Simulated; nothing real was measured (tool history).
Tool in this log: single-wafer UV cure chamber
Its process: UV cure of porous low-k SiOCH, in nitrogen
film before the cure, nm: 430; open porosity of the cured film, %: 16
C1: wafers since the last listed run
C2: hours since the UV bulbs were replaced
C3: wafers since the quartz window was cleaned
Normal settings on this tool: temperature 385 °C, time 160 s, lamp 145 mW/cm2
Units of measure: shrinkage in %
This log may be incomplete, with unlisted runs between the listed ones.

{"run": 1, "hour": 0.0, "temperature": 385, "time": 160, "lamp": 120, "C1": 0, "C2": 1446.3, "C3": 2476, "shrinkage": 8.691}
{"hour": 18.2, "done": "quartz window cleaned"}
{"run": 2, "hour": 23.3, "temperature": 385, "time": 160, "lamp": 145, "C1": 50, "C2": 1469.6, "C3": 17, "shrinkage": 10.055}
{"run": 3, "hour": 53.4, "temperature": 385, "time": 160, "lamp": 145, "C1": 99, "C2": 1499.7, "C3": 116, "shrinkage": 10.137}
{"run": 4, "hour": 80.9, "temperature": 385, "time": 160, "lamp": 145, "C1": 91, "C2": 1527.2, "C3": 208, "shrinkage": 9.905}
{"run": 5, "hour": 108.1, "temperature": 385, "time": 160, "lamp": 145, "C1": 90, "C2": 1554.4, "C3": 298, "shrinkage": 9.992}
{"run": 6, "hour": 135.5, "temperature": 385, "time": 160, "lamp": 145, "C1": 90, "C2": 1581.8, "C3": 389, "shrinkage": 10.091}
{"run": 7, "hour": 169.7, "temperature": 385, "time": 160, "lamp": 145, "C1": 113, "C2": 1616.0, "C3": 502, "shrinkage": 9.777}
{"run": 8, "hour": 183.5, "temperature": 385, "time": 160, "lamp": 145, "C1": 45, "C2": 1629.8, "C3": 548, "shrinkage": 9.929}
{"run": 9, "hour": 197.3, "temperature": 385, "time": 160, "lamp": 145, "C1": 45, "C2": 1643.6, "C3": 594, "shrinkage": 9.848}
{"run": 10, "hour": 209.6, "temperature": 385, "time": 225, "lamp": 145, "C1": 40, "C2": 1655.9, "C3": 634, "shrinkage": 11.132}
{"run": 11, "hour": 233.7, "temperature": 385, "time": 160, "lamp": 145, "C1": 79, "C2": 1680.0, "C3": 714, "shrinkage": 9.767}
{"run": 12, "hour": 320.6, "temperature": 385, "time": 160, "lamp": 145, "C1": 288, "C2": 1766.9, "C3": 1003, "shrinkage": 9.798}
{"run": 13, "hour": 340.3, "temperature": 385, "time": 160, "lamp": 145, "C1": 65, "C2": 1786.6, "C3": 1068, "shrinkage": 9.659}
{"run": 14, "hour": 357.3, "temperature": 385, "time": 160, "lamp": 145, "C1": 56, "C2": 1803.6, "C3": 1124, "shrinkage": 9.815}
{"run": 15, "hour": 393.1, "temperature": 385, "time": 160, "lamp": 145, "C1": 118, "C2": 1839.4, "C3": 1243, "shrinkage": 9.796}
{"run": 16, "hour": 472.7, "temperature": 385, "time": 160, "lamp": 145, "C1": 263, "C2": 1919.0, "C3": 1507, "shrinkage": 9.669}
{"run": 17, "hour": 534.7, "temperature": 385, "time": 160, "lamp": 145, "C1": 205, "C2": 1981.0, "C3": 1713, "shrinkage": 9.678}
{"run": 18, "hour": 559.6, "temperature": 385, "time": 160, "lamp": 145, "C1": 82, "C2": 2005.9, "C3": 1795, "shrinkage": 9.556}
{"hour": 570.2, "done": "UV bulbs replaced"}
{"run": 19, "hour": 590.0, "temperature": 385, "time": 160, "lamp": 145, "C1": 74, "C2": 19.8, "C3": 1869, "shrinkage": 9.638}
{"run": 20, "hour": 616.7, "temperature": 385, "time": 160, "lamp": 145, "C1": 88, "C2": 46.5, "C3": 1958, "shrinkage": 9.625}
{"run": 21, "hour": 630.4, "temperature": 404, "time": 160, "lamp": 145, "C1": 45, "C2": 60.2, "C3": 2003, "shrinkage": 9.725}
{"hour": 657.5, "done": "quartz window cleaned"}
{"run": 22, "hour": 658.0, "temperature": 385, "time": 160, "lamp": 145, "C1": 65, "C2": 87.8, "C3": 1, "shrinkage": 10.059}
{"run": 23, "hour": 684.3, "temperature": 391, "time": 230, "lamp": 178, "C1": 87, "C2": 114.1, "C3": 88, "shrinkage": 12.645}
{"run": 24, "hour": 715.3, "temperature": 402, "time": 160, "lamp": 145, "C1": 102, "C2": 145.1, "C3": 191, "shrinkage": 10.352}
{"run": 25, "hour": 750.0, "temperature": 385, "time": 160, "lamp": 145, "C1": 115, "C2": 179.8, "C3": 306, "shrinkage": 10.026}
{"run": 26, "hour": 795.1, "temperature": 375, "time": 70, "lamp": 145, "C1": 149, "C2": 224.9, "C3": 456, "shrinkage": 6.457}
{"run": 27, "hour": 816.7, "temperature": 385, "time": 160, "lamp": 159, "C1": 71, "C2": 246.5, "C3": 527, "shrinkage": 10.218}
{"run": 28, "hour": 851.4, "temperature": 379, "time": 160, "lamp": 185, "C1": 115, "C2": 281.2, "C3": 642, "shrinkage": 10.895}
{"run": 29, "hour": 880.1, "temperature": 385, "time": 160, "lamp": 114, "C1": 95, "C2": 309.9, "C3": 738, "shrinkage": 8.949}
{"run": 30, "hour": 895.1, "temperature": 369, "time": 230, "lamp": 145, "C1": 49, "C2": 324.9, "C3": 787, "shrinkage": 11.086}
{"run": 31, "hour": 927.3, "temperature": 371, "time": 235, "lamp": 114, "C1": 106, "C2": 357.1, "C3": 894, "shrinkage": 10.209}
{"run": 32, "hour": 962.5, "temperature": 385, "time": 160, "lamp": 145, "C1": 116, "C2": 392.3, "C3": 1011, "shrinkage": 9.779}
{"run": 33, "hour": 989.4, "temperature": 385, "time": 160, "lamp": 145, "C1": 89, "C2": 419.2, "C3": 1100, "shrinkage": 9.801}
{"run": 34, "hour": 1009.2, "temperature": 369, "time": 80, "lamp": 145, "C1": 65, "C2": 439.0, "C3": 1166, "shrinkage": 6.819}
{"run": 35, "hour": 1025.4, "temperature": 369, "time": 215, "lamp": 127, "C1": 53, "C2": 455.2, "C3": 1220, "shrinkage": 10.23}
{"run": 36, "hour": 1048.1, "temperature": 400, "time": 160, "lamp": 183, "C1": 75, "C2": 477.9, "C3": 1295, "shrinkage": 11.174}
{"run": 37, "hour": 1063.5, "temperature": 371, "time": 160, "lamp": 118, "C1": 51, "C2": 493.3, "C3": 1346, "shrinkage": 8.719}
{"run": 38, "hour": 1084.2, "temperature": 385, "time": 160, "lamp": 145, "C1": 68, "C2": 514.0, "C3": 1415, "shrinkage": 9.775}

Entry by entry between the runs, the difference in hidden state between the last listed run before and the first listed run after:
Logged between run 1 and run 2: quartz window cleaned (hour 18.2)
  transmission lost against a clean window, %: 12.6 -> 1.78
  the result without the hidden state subtracted from the measured one, shrinkage: -0.545 -> -0.076 %
Logged between run 18 and run 19: UV bulbs replaced (hour 570.2)
  transmission lost against a clean window, %: 9.78 -> 10.2
  the result without the hidden state subtracted from the measured one, shrinkage: -0.428 -> -0.453 %
Logged between run 21 and run 22: quartz window cleaned (hour 657.5)
  transmission lost against a clean window, %: 10.8 -> 0.00834
  the result without the hidden state subtracted from the measured one, shrinkage: -0.477 -> +0.000 %
